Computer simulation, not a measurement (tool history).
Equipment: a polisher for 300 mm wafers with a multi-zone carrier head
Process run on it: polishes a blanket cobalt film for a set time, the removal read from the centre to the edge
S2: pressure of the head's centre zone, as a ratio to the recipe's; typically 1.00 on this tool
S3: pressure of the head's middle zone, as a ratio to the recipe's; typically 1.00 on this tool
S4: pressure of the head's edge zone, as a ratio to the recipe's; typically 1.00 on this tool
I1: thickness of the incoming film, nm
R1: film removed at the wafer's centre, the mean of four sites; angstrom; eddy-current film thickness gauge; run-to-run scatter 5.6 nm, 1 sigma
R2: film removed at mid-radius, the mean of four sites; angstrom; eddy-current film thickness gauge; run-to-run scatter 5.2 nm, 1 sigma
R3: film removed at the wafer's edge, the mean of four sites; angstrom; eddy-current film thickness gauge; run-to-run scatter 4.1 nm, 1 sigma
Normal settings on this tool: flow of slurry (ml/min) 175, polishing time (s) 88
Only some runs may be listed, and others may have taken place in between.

{"run": 1, "hour": 0.0, "flow of slurry (ml/min)": 155, "S2": 0.96, "S3": 1.0, "S4": 1.0, "polishing time (s)": 88, "I1": 1583.5, "R1": 4055, "R2": 4331, "R3": 4179}
{"run": 2, "hour": 44.7, "flow of slurry (ml/min)": 155, "S2": 0.96, "S3": 1.0, "S4": 1.0, "polishing time (s)": 88, "I1": 1595.1, "R1": 3945, "R2": 4335, "R3": 4179}
{"hour": 61.3, "done": "slurry nozzle cleaned"}
{"hour": 106.9, "done": "worn pad replaced by a new one"}
{"run": 3, "hour": 107.4, "flow of slurry (ml/min)": 155, "S2": 0.96, "S3": 1.0, "S4": 1.0, "polishing time (s)": 88, "I1": 1603.8, "R1": 4545, "R2": 4812, "R3": 4665}
{"run": 4, "hour": 147.2, "flow of slurry (ml/min)": 175, "S2": 1.0, "S3": 1.0, "S4": 1.0, "polishing time (s)": 79, "I1": 1603.9, "R1": 4006, "R2": 4194, "R3": 4006}
{"run": 5, "hour": 226.1, "flow of slurry (ml/min)": 175, "S2": 1.0, "S3": 1.0, "S4": 1.0, "polishing time (s)": 79, "I1": 1577.9, "R1": 3839, "R2": 3943, "R3": 3839}
{"run": 6, "hour": 275.2, "flow of slurry (ml/min)": 175, "S2": 1.0, "S3": 1.0, "S4": 1.0, "polishing time (s)": 79, "I1": 1583.0, "R1": 3828, "R2": 3839, "R3": 3767}
{"run": 7, "hour": 339.2, "flow of slurry (ml/min)": 200, "S2": 1.0, "S3": 1.0, "S4": 1.0, "polishing time (s)": 88, "I1": 1584.3, "R1": 4284, "R2": 4413, "R3": 4169}
{"hour": 353.4, "done": "worn pad replaced by a new one"}
{"hour": 437.2, "done": "slurry nozzle cleaned"}
{"hour": 585.3, "done": "worn pad replaced by a new one"}
{"run": 8, "hour": 607.0, "flow of slurry (ml/min)": 200, "S2": 1.0, "S3": 1.0, "S4": 1.0, "polishing time (s)": 88, "I1": 1594.1, "R1": 4720, "R2": 4894, "R3": 4691}
{"hour": 634.3, "done": "centre zone pressure recalibrated"}
{"hour": 671.5, "done": "carrier head's membrane replaced by a new one"}
{"run": 9, "hour": 690.1, "flow of slurry (ml/min)": 190, "S2": 1.07, "S3": 1.0, "S4": 0.94, "polishing time (s)": 115, "I1": 1616.2, "R1": 6170, "R2": 5921, "R3": 5545}
{"hour": 738.1, "done": "edge zone pressure recalibrated"}
{"run": 10, "hour": 758.1, "flow of slurry (ml/min)": 175, "S2": 1.0, "S3": 1.0, "S4": 1.0, "polishing time (s)": 71, "I1": 1571.7, "R1": 3488, "R2": 3552, "R3": 3426}
{"hour": 824.0, "done": "slurry nozzle cleaned"}
{"run": 11, "hour": 857.0, "flow of slurry (ml/min)": 175, "S2": 0.95, "S3": 0.91, "S4": 1.0, "polishing time (s)": 97, "I1": 1592.0, "R1": 4415, "R2": 4448, "R3": 4688}
{"hour": 885.5, "done": "worn pad replaced by a new one"}
{"run": 12, "hour": 954.0, "flow of slurry (ml/min)": 175, "S2": 0.96, "S3": 1.0, "S4": 1.0, "polishing time (s)": 88, "I1": 1567.5, "R1": 4302, "R2": 4593, "R3": 4448}
{"run": 13, "hour": 995.1, "flow of slurry (ml/min)": 175, "S2": 0.9, "S3": 1.0, "S4": 1.0, "polishing time (s)": 88, "I1": 1587.8, "R1": 4016, "R2": 4629, "R3": 4332}
{"run": 14, "hour": 1058.6, "flow of slurry (ml/min)": 225, "S2": 1.0, "S3": 1.1, "S4": 1.0, "polishing time (s)": 88, "I1": 1600.1, "R1": 4298, "R2": 5042, "R3": 4416}

Run 15, settings as shown, results not yet in. Your forecast:
{"run": 15, "hour": 1140.7, "flow of slurry (ml/min)": 175, "S2": 1.0, "S3": 1.0, "S4": 1.0, "polishing time (s)": 88, "I1": 1573.2, "R1": "?", "R2": "?", "R3": "?"}

{"run 15": {"R1": 4137, "R2": 4378, "R3": 4254}}
Take away the tool's hidden state, keep the run-to-run variation as it was, and the same run would have given R1 4708 angstrom, R2 4981 angstrom, R3 4841 angstrom.

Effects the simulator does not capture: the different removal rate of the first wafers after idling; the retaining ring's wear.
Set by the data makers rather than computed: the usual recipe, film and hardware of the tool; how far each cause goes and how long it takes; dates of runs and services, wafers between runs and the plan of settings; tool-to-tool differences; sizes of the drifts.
